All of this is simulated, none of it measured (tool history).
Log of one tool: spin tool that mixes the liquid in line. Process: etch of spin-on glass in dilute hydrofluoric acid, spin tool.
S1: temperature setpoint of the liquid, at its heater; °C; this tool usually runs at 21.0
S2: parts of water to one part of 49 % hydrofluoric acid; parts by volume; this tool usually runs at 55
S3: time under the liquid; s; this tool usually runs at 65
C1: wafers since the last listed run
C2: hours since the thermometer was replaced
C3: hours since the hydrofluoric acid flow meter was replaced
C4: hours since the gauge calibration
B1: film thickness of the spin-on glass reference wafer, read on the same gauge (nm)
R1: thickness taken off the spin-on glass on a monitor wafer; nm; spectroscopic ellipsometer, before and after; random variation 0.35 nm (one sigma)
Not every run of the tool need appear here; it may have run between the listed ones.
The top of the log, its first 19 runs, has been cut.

Run 20, hour 1326.5: usual settings but S1 17.0 °C, S2 65 parts by volume, S3 25 s; C1 439; C2 2211.2; C3 1972.2; C4 2574.4; B1 69.99. Result: R1 15.47 nm.
At hour 1359.6: thermometer replaced.
Run 21, hour 1423.9: usual settings; C1 998; C2 64.3; C3 2069.6; C4 2671.8; B1 70.01. Result: R1 53.73 nm.
Run 22, hour 1473.3: usual settings but S3 95 s; C1 511; C2 113.7; C3 2119.0; C4 2721.2; B1 69.93. Result: R1 78.86 nm.
At hour 1487.5: hydrofluoric acid flow meter replaced.
Run 23, hour 1527.7: usual settings but S1 19.5 °C; C1 553; C2 168.1; C3 40.2; C4 2775.6; B1 70.02. Result: R1 50.99 nm.
Run 24, hour 1608.9: usual settings but S1 23.0 °C, S3 30 s; C1 841; C2 249.3; C3 121.4; C4 2856.8; B1 69.96. Result: R1 27.31 nm.
At hour 1669.2: gauge calibrated.
Run 25, hour 1675.9: usual settings but S1 18.5 °C, S2 25 parts by volume; C1 694; C2 316.3; C3 188.4; C4 6.7; B1 70.04. Result: R1 109.49 nm.
Run 26, hour 1745.8: usual settings; C1 724; C2 386.2; C3 258.3; C4 76.6; B1 69.98. Result: R1 54.28 nm.
Run 27, hour 1802.6: usual settings; C1 588; C2 443.0; C3 315.1; C4 133.4; B1 70.01. Result: R1 54.24 nm.
Run 28, hour 1857.3: usual settings; C1 566; C2 497.7; C3 369.8; C4 188.1; B1 69.98. Result: R1 54.23 nm.
Run 29, hour 1907.1: usual settings; C1 515; C2 547.5; C3 419.6; C4 237.9; B1 69.96. Result: R1 54.98 nm.
Run 30, hour 2014.7: usual settings but S1 17.0 °C, S2 65 parts by volume, S3 25 s; C1 1114; C2 655.1; C3 527.2; C4 345.5; B1 69.93. Result: R1 14.83 nm.
Run 31, hour 2079.7: usual settings; C1 673; C2 720.1; C3 592.2; C4 410.5; B1 70.01. Result: R1 55.18 nm.
Run 32, hour 2182.4: usual settings but S1 18.0 °C, S2 45 parts by volume, S3 85 s; C1 1063; C2 822.8; C3 694.9; C4 513.2; B1 69.99. Result: R1 78.04 nm.
Run 33, hour 2261.2: usual settings but S1 19.5 °C, S2 75 parts by volume, S3 55 s; C1 816; C2 901.6; C3 773.7; C4 592.0; B1 70.00. Result: R1 31.19 nm.
Run 34, hour 2337.6: usual settings but S2 30 parts by volume, S3 30 s; C1 791; C2 978.0; C3 850.1; C4 668.4; B1 69.98. Result: R1 48.26 nm.

Branching from run 34: 4 alternative next runs. What would each branch give?
Run A, hour 2338.0: usual settings but S2 40 parts by volume; C1 4; C2 978.4; C3 850.5; C4 668.8; B1 ?. Result: R1 ?.
Run B, hour 2338.0: usual settings but S3 75 s; C1 4; C2 978.4; C3 850.5; C4 668.8; B1 ?. Result: R1 ?.
Run C, hour 2338.0: usual settings but S2 85 parts by volume, S3 80 s; C1 4; C2 978.4; C3 850.5; C4 668.8; B1 ?. Result: R1 ?.
Run D, hour 2338.0: usual settings but S1 19.5 °C, S3 25 s; C1 4; C2 978.4; C3 850.5; C4 668.8; B1 ?. Result: R1 ?.

run     B1     R1
  A  70.02  77.21
  B  70.02  63.59
  C  70.02  42.32
  D  70.02  19.90
The same runs, with their run-to-run variation unchanged, on a tool lacking any hidden condition would have given:
run     R1
  A  75.40
  B  62.11
  C  41.36
  D  19.43
